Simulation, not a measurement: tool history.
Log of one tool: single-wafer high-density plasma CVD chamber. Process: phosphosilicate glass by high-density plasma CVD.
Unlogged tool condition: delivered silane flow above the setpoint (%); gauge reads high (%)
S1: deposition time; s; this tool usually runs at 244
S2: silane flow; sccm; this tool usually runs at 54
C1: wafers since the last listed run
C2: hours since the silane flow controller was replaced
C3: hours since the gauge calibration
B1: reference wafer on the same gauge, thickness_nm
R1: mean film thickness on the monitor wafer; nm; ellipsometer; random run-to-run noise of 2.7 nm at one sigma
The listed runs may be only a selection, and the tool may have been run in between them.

run	hour	S1	S2	C1	C2	C3	B1	R1
1	0.0	244	54	0	1096.4	33.1	1450.144	1263.813
2	199.0	244	54	1740	1295.4	232.1	1449.586	1263.766
3	304.4	244	59	921	1400.8	337.5	1449.685	1372.945
4	398.1	244	59	819	1494.5	431.2	1449.980	1369.697
5	475.7	244	59	678	1572.1	508.8	1448.412	1364.814
6	546.2	234	54	616	1642.6	579.3	1449.089	1218.724
7	616.1	234	54	611	1712.5	649.2	1451.005	1219.911
8	704.1	234	54	769	1800.5	737.2	1450.631	1219.211
9	819.6	244	54	1009	1916.0	852.7	1450.416	1267.153
10	889.0	244	61	606	1985.4	922.1	1449.406	1413.867
11	974.4	244	61	746	2070.8	1007.5	1449.733	1416.649
12	1016.4	244	61	367	2112.8	1049.5	1449.112	1412.211
13	1079.5	244	54	551	2175.9	1112.6	1449.503	1276.879
# hour 1111.7: silane flow controller replaced
14	1145.2	244	56	504	33.5	1178.3	1449.128	1306.154
15	1227.3	244	56	717	115.6	1260.4	1449.856	1304.358
16	1268.0	244	54	355	156.3	1301.1	1450.305	1269.008
17	1353.2	244	54	745	241.5	1386.3	1449.798	1264.835
18	1457.6	263	46	912	345.9	1490.7	1449.941	1201.092
19	1505.9	244	54	422	394.2	1539.0	1449.842	1265.718
20	1560.8	257	54	480	449.1	1593.9	1449.113	1340.515
21	1638.5	244	46	679	526.8	1671.6	1449.463	1116.087
# hour 1685.1: gauge calibrated
22	1737.8	267	50	868	626.1	52.7	1449.667	1305.960
23	1844.1	286	44	929	732.4	159.0	1450.784	1254.533
24	1890.8	206	62	408	779.1	205.7	1450.156	1202.066
25	1998.0	204	54	937	886.3	312.9	1450.438	1065.644
26	2078.0	244	60	699	966.3	392.9	1450.521	1386.158
27	2122.7	200	44	390	1011.0	437.6	1450.791	881.523
28	2217.3	286	48	827	1105.6	532.2	1450.586	1354.591
29	2277.0	244	54	522	1165.3	591.9	1449.725	1275.252
30	2323.2	244	54	403	1211.5	638.1	1449.732	1270.581
31	2502.5	257	54	1567	1390.8	817.4	1448.941	1334.553

Some steps in R1 between neighbouring runs. How much of each would the tool show without its hidden state too (settings, what came in, random variation), and how much is left for the hidden state, with any gauge scatter that isn't in both results?
Run 13 -> 14: S2 54 -> 56, silane flow controller replaced. R1 +29.275 nm: hidden state -8.658, all else +37.933.
Run 25 -> 26: S1 204 -> 244, S2 54 -> 60. R1 +320.514 nm: hidden state +1.604, all else +318.910.
Run 26 -> 27: S1 244 -> 200, S2 60 -> 44. R1 -504.635 nm: hidden state -1.875, all else -502.760.
Run 27 -> 28: S1 200 -> 286, S2 44 -> 48. R1 +473.068 nm: hidden state +2.527, all else +470.541.

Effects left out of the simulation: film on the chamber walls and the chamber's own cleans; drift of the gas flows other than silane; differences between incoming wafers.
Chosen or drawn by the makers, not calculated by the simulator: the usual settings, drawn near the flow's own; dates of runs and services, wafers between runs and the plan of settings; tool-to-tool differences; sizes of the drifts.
